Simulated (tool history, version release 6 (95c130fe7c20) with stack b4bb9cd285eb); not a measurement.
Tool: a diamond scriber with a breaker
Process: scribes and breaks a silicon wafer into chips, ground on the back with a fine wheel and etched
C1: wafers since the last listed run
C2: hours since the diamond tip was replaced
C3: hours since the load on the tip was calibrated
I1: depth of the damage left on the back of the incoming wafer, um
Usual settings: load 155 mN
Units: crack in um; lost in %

Run 1, hour 0.0: usual settings but load 137 mN; C1 0; C2 344.1; C3 1095.0; I1 0.55. Result: crack 6.83 um, lost 2.68 %.
Run 2, hour 96.7: usual settings but load 137 mN; C1 226; C2 440.8; C3 1191.7; I1 0.73. Result: crack 6.67 um, lost 3.08 %.
Run 3, hour 172.3: usual settings but load 137 mN; C1 177; C2 516.4; C3 1267.3; I1 0.43. Result: crack 6.81 um, lost 3.34 %.
Run 4, hour 243.8: usual settings but load 175 mN; C1 167; C2 587.9; C3 1338.8; I1 0.68. Result: crack 7.73 um, lost 0.97 %.
At hour 325.7: diamond tip replaced by a new one.
Run 5, hour 350.7: usual settings; C1 245; C2 25.0; C3 1445.7; I1 0.66. Result: crack 7.37 um, lost 0.94 %.
Run 6, hour 416.7: usual settings; C1 154; C2 91.0; C3 1511.7; I1 0.65. Result: crack 7.43 um, lost 0.89 %.
Run 7, hour 453.4: usual settings but load 168 mN; C1 86; C2 127.7; C3 1548.4; I1 0.66. Result: crack 7.79 um, lost 1.21 %.
Run 8, hour 541.9: usual settings but load 168 mN; C1 207; C2 216.2; C3 1636.9; I1 0.56. Result: crack 8.21 um, lost 1.11 %.
Run 9, hour 586.0: usual settings but load 168 mN; C1 103; C2 260.3; C3 1681.0; I1 0.61. Result: crack 7.88 um, lost 1.13 %.
Run 10, hour 642.0: usual settings; C1 131; C2 316.3; C3 1737.0; I1 0.53. Result: crack 7.40 um, lost 0.92 %.
Run 11, hour 733.8: usual settings; C1 215; C2 408.1; C3 1828.8; I1 0.79. Result: crack 7.47 um, lost 1.10 %.
At hour 749.8: load on the tip recalibrated.
Run 12, hour 781.2: usual settings; C1 106; C2 455.5; C3 31.4; I1 0.62. Result: crack 7.38 um, lost 1.17 %.
Run 13, hour 857.7: usual settings but load 172 mN; C1 179; C2 532.0; C3 107.9; I1 0.63. Result: crack 7.78 um, lost 1.01 %.
Run 14, hour 912.1: usual settings but load 172 mN; C1 127; C2 586.4; C3 162.3; I1 0.60. Result: crack 7.61 um, lost 0.88 %.
Run 15, hour 966.8: usual settings but load 113 mN; C1 128; C2 641.1; C3 217.0; I1 0.52. Result: crack 5.74 um, lost 12.16 %.
At hour 1051.9: diamond tip replaced by a new one, of another model than before.
Run 16, hour 1237.0: usual settings; C1 628; C2 185.1; C3 487.2; I1 0.76. Result: crack 7.53 um, lost 1.00 %.
Run 17, hour 1325.8: usual settings but load 125 mN; C1 208; C2 273.9; C3 576.0; I1 0.51. Result: crack 6.84 um, lost 2.32 %.
Run 18, hour 1387.2: usual settings but load 169 mN; C1 143; C2 335.3; C3 637.4; I1 0.79. Result: crack 7.91 um, lost 0.99 %.
Run 19, hour 1424.6: usual settings but load 136 mN; C1 87; C2 372.7; C3 674.8; I1 0.53. Result: crack 7.19 um, lost 1.60 %.
Run 20, hour 1501.6: usual settings; C1 180; C2 449.7; C3 751.8; I1 0.68. Result: crack 7.41 um, lost 1.03 %.
Run 21, hour 1582.1: usual settings but load 127 mN; C1 188; C2 530.2; C3 832.3; I1 0.30. Result: crack 6.78 um, lost 2.99 %.
At hour 1702.9: diamond tip replaced by a new one.
Run 22, hour 1815.4: usual settings but load 177 mN; C1 542; C2 112.5; C3 1065.6; I1 0.34. Result: crack 8.16 um, lost 1.25 %.
Run 23, hour 1910.4: usual settings; C1 222; C2 207.5; C3 1160.6; I1 0.33. Result: crack 7.54 um, lost 0.89 %.
Run 24, hour 2009.8: usual settings but load 122 mN; C1 232; C2 306.9; C3 1260.0; I1 0.49. Result: crack 6.68 um, lost 2.68 %.
Run 25, hour 2049.1: usual settings; C1 92; C2 346.2; C3 1299.3; I1 0.40. Result: crack 7.64 um, lost 0.98 %.
Run 26, hour 2096.1: usual settings but load 173 mN; C1 110; C2 393.2; C3 1346.3; I1 0.42. Result: crack 7.52 um, lost 1.03 %.
Run 27, hour 2183.5: usual settings but load 110 mN; C1 204; C2 480.6; C3 1433.7; I1 0.47. Result: crack 6.54 um, lost 4.80 %.
Run 28, hour 2287.5: usual settings but load 184 mN; C1 243; C2 584.6; C3 1537.7; I1 0.62. Result: crack 7.68 um, lost 0.97 %.
Run 29, hour 2324.4: usual settings; C1 86; C2 621.5; C3 1574.6; I1 0.60. Result: crack 7.28 um, lost 1.44 %.

Measured less the same run without the tool's hidden state. The same run-to-run variation is in both; the gauge's scatter may not be:
The hidden state here: share of the diamond tip's cutting effectiveness lost through wear, %; deviation of the load on the tip from its setpoint, %.
run  crack   lost
  1  -0.18  +0.74
  2  -0.25  +1.11
  3  -0.34  +1.46
  4  -0.48  -0.85
  5  -0.04  +0.00
  6  -0.06  +0.01
  7  -0.07  -0.12
  8  -0.11  -0.16
  9  -0.12  -0.21
 10  -0.15  +0.06
 11  -0.23  +0.14
 12  -0.27  +0.20
 13  -0.38  -0.64
 14  -0.44  -0.63
 15  -0.39  +4.57
 16  -0.04  +0.00
 17  -0.07  +0.30
 18  -0.13  -0.13
 19  -0.15  +0.35
 20  -0.22  +0.12
 21  -0.29  +1.18
 22  -0.05  -0.09
 23  -0.08  +0.01
 24  -0.11  +0.52
 25  -0.16  +0.07
 26  -0.20  -0.27
 27  -0.25  +1.53
 28  -0.43  -0.71
 29  -0.45  +0.53

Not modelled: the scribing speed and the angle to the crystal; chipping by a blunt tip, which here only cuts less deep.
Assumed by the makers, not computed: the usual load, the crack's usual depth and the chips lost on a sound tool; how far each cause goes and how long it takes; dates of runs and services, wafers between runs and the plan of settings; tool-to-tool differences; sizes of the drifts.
